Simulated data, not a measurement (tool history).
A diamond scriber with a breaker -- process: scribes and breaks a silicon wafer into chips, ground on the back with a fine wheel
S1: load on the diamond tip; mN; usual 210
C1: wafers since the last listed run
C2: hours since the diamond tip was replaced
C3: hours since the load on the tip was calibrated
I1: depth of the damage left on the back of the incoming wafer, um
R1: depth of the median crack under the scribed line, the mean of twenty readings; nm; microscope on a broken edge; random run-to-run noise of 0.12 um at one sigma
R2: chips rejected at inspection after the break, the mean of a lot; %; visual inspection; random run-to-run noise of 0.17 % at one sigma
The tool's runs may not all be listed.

run	day	S1	C1	C2	C3	I1	R1	R2
1	0	251	0	764.1	935.5	2.94	8150	5.07
2	2.588	210	154	826.2	997.6	2.02	7290	7.01
3	4.379	210	107	869.2	1040.6	2.42	7370	7.51
4	5.996	210	96	908	1079.4	2.54	7210	9.37
# day 6.108: diamond tip replaced by a new one
5	8.975	236	173	68.8	1150.9	2.79	8970	3.02
6	11.85	210	172	137.8	1219.9	2.21	8140	2.89
7	15.188	210	199	217.9	1300	2.31	7860	3.64
8	17.558	210	141	274.8	1356.9	1.93	7700	3.39
9	19.45	177	113	320.2	1402.3	2.13	7090	10
10	22.467	189	180	392.6	1474.7	1.89	6900	6.57
11	26.888	189	264	498.7	1580.8	2.59	6990	9.96
12	30.788	210	233	592.3	1674.4	2.84	7410	7.37
# day 34.058: load on the tip recalibrated
13	34.079	210	192	671.3	0.5	2.01	7400	4.93
14	35.562	210	88	706.9	36.1	2.88	7470	8.18
# day 41.554: diamond tip replaced by a new one
15	46.475	247	648	118.1	298	2.14	8730	1.97
16	49.975	224	209	202.1	382	2.42	7970	3.89
17	53.504	224	211	286.8	466.7	2.77	7940	5.08
18	55.758	224	134	340.9	520.8	1.71	7700	2.69
19	59.667	210	233	434.7	614.6	1.8	7350	5.14
20	62.483	147	168	502.3	682.2	2.06	5760	21.8
21	66.633	210	248	601.9	781.8	2.46	7190	8.32
22	69.35	270	162	667.1	847	2.2	8610	2.13
23	72.175	210	169	734.9	914.8	1.81	7350	7.18
24	74.104	210	115	781.2	961.1	1.84	7370	6.15
25	77.175	261	183	854.9	1034.8	2.51	8290	3.43
26	80.483	246	198	934.3	1114.2	2.29	8070	3.09
# day 83.292: diamond tip replaced by a new one
27	85.754	249	310	59.1	1240.7	1.94	9110	2.69
28	90.038	210	256	161.9	1343.5	1.87	8270	2.22
29	91.712	184	100	202.1	1383.7	1.98	7360	6.22
30	95.254	157	212	287.1	1468.7	1.99	6450	15.63
31	98.296	165	182	360.1	1541.7	1.85	6400	13.15
# day 102.3: load on the tip recalibrated
32	102.583	210	251	463	6.8	2.62	7590	6.95
33	105.221	210	157	526.3	70.1	2.66	7720	6.75
34	108.138	210	174	596.3	140.1	2.21	7490	5.23
35	112.129	210	238	692.1	235.9	2.48	7500	6.48
36	114.762	155	157	755.3	299.1	2.43	6070	20.01
37	117.779	210	180	827.7	371.5	2.37	7400	6.77
38	121.183	162	203	909.4	453.2	2.77	6330	19.61
# day 122.421: diamond tip replaced by a new one
39	125.642	269	261	77.3	560.2	2.76	9570	4.81
40	128.4	241	165	143.5	626.4	2.19	8770	2.15

For some of the steps in R1 from one run to the next: how much would appear even if the tool had no hidden state, given the settings, what came in and random variation, and how much remains for the hidden state plus any gauge scatter that the measured result and the result without hidden state don't share?
Unlogged tool condition in this case: share of the diamond tip's cutting effectiveness lost through wear, %; deviation of the load on the tip from its setpoint, %.
Run 4 -> 5: S1 210 -> 236, diamond tip replaced by a new one. R1 +1760 nm: hidden state +1010, all else +750.
Run 19 -> 20: S1 210 -> 147. R1 -1590 nm: hidden state +190, all else -1780.
Run 26 -> 27: S1 246 -> 249, diamond tip replaced by a new one. R1 +1040 nm: hidden state +1310, all else -270.
Run 38 -> 39: S1 162 -> 269, diamond tip replaced by a new one. R1 +3240 nm: hidden state +610, all else +2630.
